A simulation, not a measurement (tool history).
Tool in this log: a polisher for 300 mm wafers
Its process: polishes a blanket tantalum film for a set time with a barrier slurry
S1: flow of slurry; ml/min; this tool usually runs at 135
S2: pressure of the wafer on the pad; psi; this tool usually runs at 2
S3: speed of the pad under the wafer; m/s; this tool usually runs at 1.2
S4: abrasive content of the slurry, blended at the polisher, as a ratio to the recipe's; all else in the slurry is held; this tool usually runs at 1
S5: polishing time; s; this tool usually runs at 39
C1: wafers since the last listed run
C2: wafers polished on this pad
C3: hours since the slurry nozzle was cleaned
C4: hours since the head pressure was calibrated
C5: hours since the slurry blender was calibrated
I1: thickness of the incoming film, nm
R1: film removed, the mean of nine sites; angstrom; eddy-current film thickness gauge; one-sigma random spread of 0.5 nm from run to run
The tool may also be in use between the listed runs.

run,hour,S1,S2,S3,S4,S5,C1,C2,C3,C4,C5,I1,R1
1,0,135,2,1.2,1,39,0,1200,276.4,686.9,13.4,217.8,745
2,31,135,2,1.2,1,39,484,1684,307.4,717.9,44.4,219.9,734
# hour 39.7: worn pad replaced by a new one
3,52.5,170,2.5,1.2,1,39,273,199,328.9,739.4,65.9,219,996
# hour 65.6: slurry nozzle cleaned
4,87.6,170,2.5,1.2,1,39,532,732,22,774.5,101,219.3,970
5,118.5,170,2.5,1.2,1,39,482,1215,52.9,805.4,131.9,217.2,954
6,133.6,135,2,1.2,1,39,235,1451,68,820.5,147,218.6,728
7,151.4,135,2,1.2,1,39,278,1729,85.8,838.3,164.8,219.4,726
# hour 166.3: worn pad replaced by a new one
8,171.2,135,2,1.2,1,39,246,76,105.6,858.1,184.6,222.8,753
9,186,135,2,1.2,1.15,39,231,308,120.4,872.9,199.4,221.3,768
# hour 192: slurry blender recalibrated
10,199.9,135,2,1.2,1.15,39,185,494,134.3,886.8,7.9,219.7,746
11,228,170,2.3,1.2,1.15,30,439,933,162.4,914.9,36,221.1,685
12,253.7,135,2,1.4,1,39,401,1335,188.1,940.6,61.7,215.5,837
13,288.8,135,2,1.2,1.15,39,548,1883,223.2,975.7,96.8,220,729
# hour 294.6: head pressure recalibrated
# hour 295.4: worn pad replaced by a new one
14,306.5,105,1.3,1.2,1.2,39,232,173,240.9,11.9,114.5,219.8,518
15,341.2,170,2,1.32,1.25,39,542,715,275.6,46.6,149.2,215.5,962
# hour 363.5: slurry blender recalibrated
# hour 404.7: slurry nozzle cleaned
# hour 409.6: worn pad replaced by a new one
16,443.1,150,2,1,1,32,1483,522,38.4,148.5,79.6,215.7,559
17,465.5,120,2,1.5,0.8,49,350,872,60.8,170.9,102,221.6,1148
18,496.8,135,2,1.2,1,39,489,1362,92.1,202.2,133.3,219.5,780
# hour 510.5: worn pad replaced by a new one
19,520.9,135,2,1.4,1,39,314,162,116.2,226.3,157.4,219.1,941
# hour 547.6: slurry blender recalibrated
20,556.6,160,2,0.82,1.15,39,526,689,151.9,262,9,216.9,565
21,570.4,105,2,1.2,1,32,215,904,165.7,275.8,22.8,223,600

Predict each of these 5 candidate next runs independently; none follows another, all start after run 21:
A,570.8,135,2,1.2,1,48,6,911,166.1,276.2,23.2,222,?
B,570.8,135,2,0.8,1,47,6,911,166.1,276.2,23.2,222,?
C,570.8,135,1.7,1.2,1,34,6,911,166.1,276.2,23.2,222,?
D,570.8,135,2,0.98,0.85,39,6,911,166.1,276.2,23.2,222,?
E,570.8,120,2.5,1.2,1.15,52,6,911,166.1,276.2,23.2,222,?

run,R1
A,956
B,624
C,576
D,615
E,1295
Stripped of hidden state, with their random variation kept, the same runs would have yielded:
run,R1
A,1024
B,668
C,616
D,659
E,1387

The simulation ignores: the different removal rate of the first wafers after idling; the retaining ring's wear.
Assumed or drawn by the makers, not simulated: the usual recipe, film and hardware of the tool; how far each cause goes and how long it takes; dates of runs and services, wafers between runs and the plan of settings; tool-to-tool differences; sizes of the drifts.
